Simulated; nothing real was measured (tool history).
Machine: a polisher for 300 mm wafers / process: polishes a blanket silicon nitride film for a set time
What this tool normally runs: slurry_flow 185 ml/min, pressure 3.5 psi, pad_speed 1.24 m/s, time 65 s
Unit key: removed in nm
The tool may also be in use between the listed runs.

run	hour	slurry_flow	pressure	pad_speed	time	incoming thickness of the incoming film, nm	removed
1	0.0	185	3.5	1.24	65	384.4	139.1
2	26.7	185	3.5	1.08	65	380.0	124.8
3	48.2	185	3.5	1.08	65	381.3	124.8
4	73.5	185	3.5	1.08	65	382.3	123.4
5	104.1	185	3.5	1.24	65	381.1	140.7
6	118.1	185	3.5	1.24	65	374.7	142.4
7	199.4	185	3.5	1.24	65	384.1	140.7
# hour 214.9: worn pad replaced by a new one
8	215.4	185	3.5	1.24	65	383.7	141.5
9	224.5	185	3.5	1.24	65	373.4	134.6
10	246.2	185	3.5	1.24	65	384.5	140.8
11	279.5	185	3.8	1.24	65	376.4	153.1
12	312.4	185	3.8	1.24	65	376.4	151.0
13	329.0	185	3.8	1.24	65	376.4	150.7
# hour 359.5: slurry nozzle cleaned
14	359.9	185	3.5	1.24	65	384.4	139.9
15	431.6	185	3.5	1.24	65	372.1	139.8
16	463.4	185	4.2	1.24	65	375.2	171.6
# hour 475.9: worn pad replaced by a new one
17	488.4	185	3.2	0.92	65	372.1	99.4
18	515.3	185	4.6	1.50	65	377.2	209.6
19	603.0	185	4.7	1.48	65	373.5	218.8
20	633.4	160	3.5	1.12	65	377.3	126.1
21	661.8	185	3.5	1.66	65	380.8	178.1
# hour 672.0: head pressure recalibrated
# hour 688.4: worn pad replaced by a new one
22	688.9	185	4.6	1.50	65	380.2	213.6
23	707.3	185	3.5	1.24	65	381.1	139.8
24	722.8	185	3.5	1.24	65	374.7	139.4
25	744.6	155	3.5	1.24	49	372.6	102.3
26	771.5	225	3.5	1.24	65	378.4	144.2
27	787.6	230	3.5	1.24	81	380.5	182.0
28	806.1	185	3.5	1.24	65	383.2	139.0
29	830.3	185	3.5	1.24	65	383.3	141.0
30	899.8	125	3.5	0.90	55	375.9	85.1
# hour 917.3: worn pad replaced by a new one
31	935.0	185	3.5	1.66	65	378.5	178.3
32	954.1	185	3.5	1.24	65	380.9	138.8
33	986.4	135	3.5	1.24	65	382.8	133.3
34	1019.0	185	3.5	1.24	65	383.9	139.4
35	1050.6	205	4.5	1.00	76	381.9	182.3
36	1070.6	185	3.5	1.24	65	380.7	141.1
37	1105.2	165	3.5	0.96	65	385.9	111.2

4 ways to go on from here, each from the tool as it stands after run 37. What would each give?
A	1105.7	185	3.5	1.24	65	382.7	?
B	1105.7	140	3.5	0.98	56	382.7	?
C	1105.7	165	3.5	1.24	65	382.7	?
D	1105.7	185	3.9	1.24	81	382.7	?

run	removed
A	137.6
B	94.2
C	135.4
D	191.0
Stripped of hidden state, with their random variation kept, the same runs would have yielded:
run	removed
A	137.6
B	94.2
C	135.4
D	191.0
